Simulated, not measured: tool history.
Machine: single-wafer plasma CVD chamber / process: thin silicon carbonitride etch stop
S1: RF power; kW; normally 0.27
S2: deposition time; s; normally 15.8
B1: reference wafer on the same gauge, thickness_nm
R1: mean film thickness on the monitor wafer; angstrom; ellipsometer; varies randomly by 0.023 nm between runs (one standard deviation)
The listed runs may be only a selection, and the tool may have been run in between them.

run	hour	S1	S2	B1	R1
1	0	0.27	13.9	8.783	75.44
2	73	0.27	15.8	8.777	86
3	136.2	0.27	15.8	8.79	85.92
4	231.1	0.27	15.8	8.777	85.53
5	323.3	0.27	15.8	8.774	85.11
6	399.9	0.27	15.8	8.777	85.2
7	440.4	0.27	15.8	8.784	84.9
# hour 485.9: gauge calibrated
8	536.2	0.27	15.8	8.782	84.75
9	584.6	0.27	15.8	8.781	84.6
10	667	0.27	15.8	8.784	84.23
11	711.9	0.295	15.8	8.783	87.61
12	767.5	0.295	15.8	8.788	87.32
13	814.1	0.295	15.8	8.789	87.05
# hour 822.1: RF generator calibrated
14	880.3	0.25	16.6	8.776	86.67
15	968.2	0.27	15.8	8.786	85.59
16	1050.4	0.29	15.8	8.781	88.44
17	1097.6	0.24	12.9	8.782	65.57
18	1135.6	0.27	15.8	8.784	85.52
# hour 1190.3: thermocouple changed; heater temperature recalibrated
19	1190.8	0.27	13.1	8.781	70.55
# hour 1233.2: showerhead replaced
20	1233.7	0.22	18.7	8.768	89.65
21	1271.2	0.285	13.3	8.785	73.51
22	1351.7	0.27	15.8	8.776	85.17
23	1417	0.27	16.9	8.791	90.34
24	1471.7	0.27	13.3	8.781	70.81
25	1518.8	0.315	14.3	8.784	82.65
26	1626.3	0.215	15.8	8.783	73.85
27	1678.2	0.305	18.4	8.79	103.29
# hour 1772.9: RF generator calibrated
28	1773.4	0.245	18.1	8.783	94.18
29	1847.6	0.315	15.8	8.778	92.78
30	1921.7	0.27	15.8	8.783	86.21
31	1996.1	0.32	13.1	8.783	77.45
32	2093.9	0.29	14.2	8.785	79.99
33	2144.3	0.22	13.8	8.763	66.68
34	2199.5	0.225	16.7	8.771	81.73

Forecast each of these 5 alternatives for the next run:
A	2199.9	0.285	15.8	?	?
B	2199.9	0.295	13.8	?	?
C	2199.9	0.225	17.7	?	?
D	2199.9	0.22	15.8	?	?
E	2199.9	0.225	15.8	?	?

run	B1	R1
A	8.774	88.03
B	8.774	78.19
C	8.774	86.85
D	8.774	76.49
E	8.774	77.53
With the hidden condition removed and each run's random variation left untouched, the same runs would have given:
run	R1
A	88.55
B	78.65
C	87.37
D	76.94
E	77.99
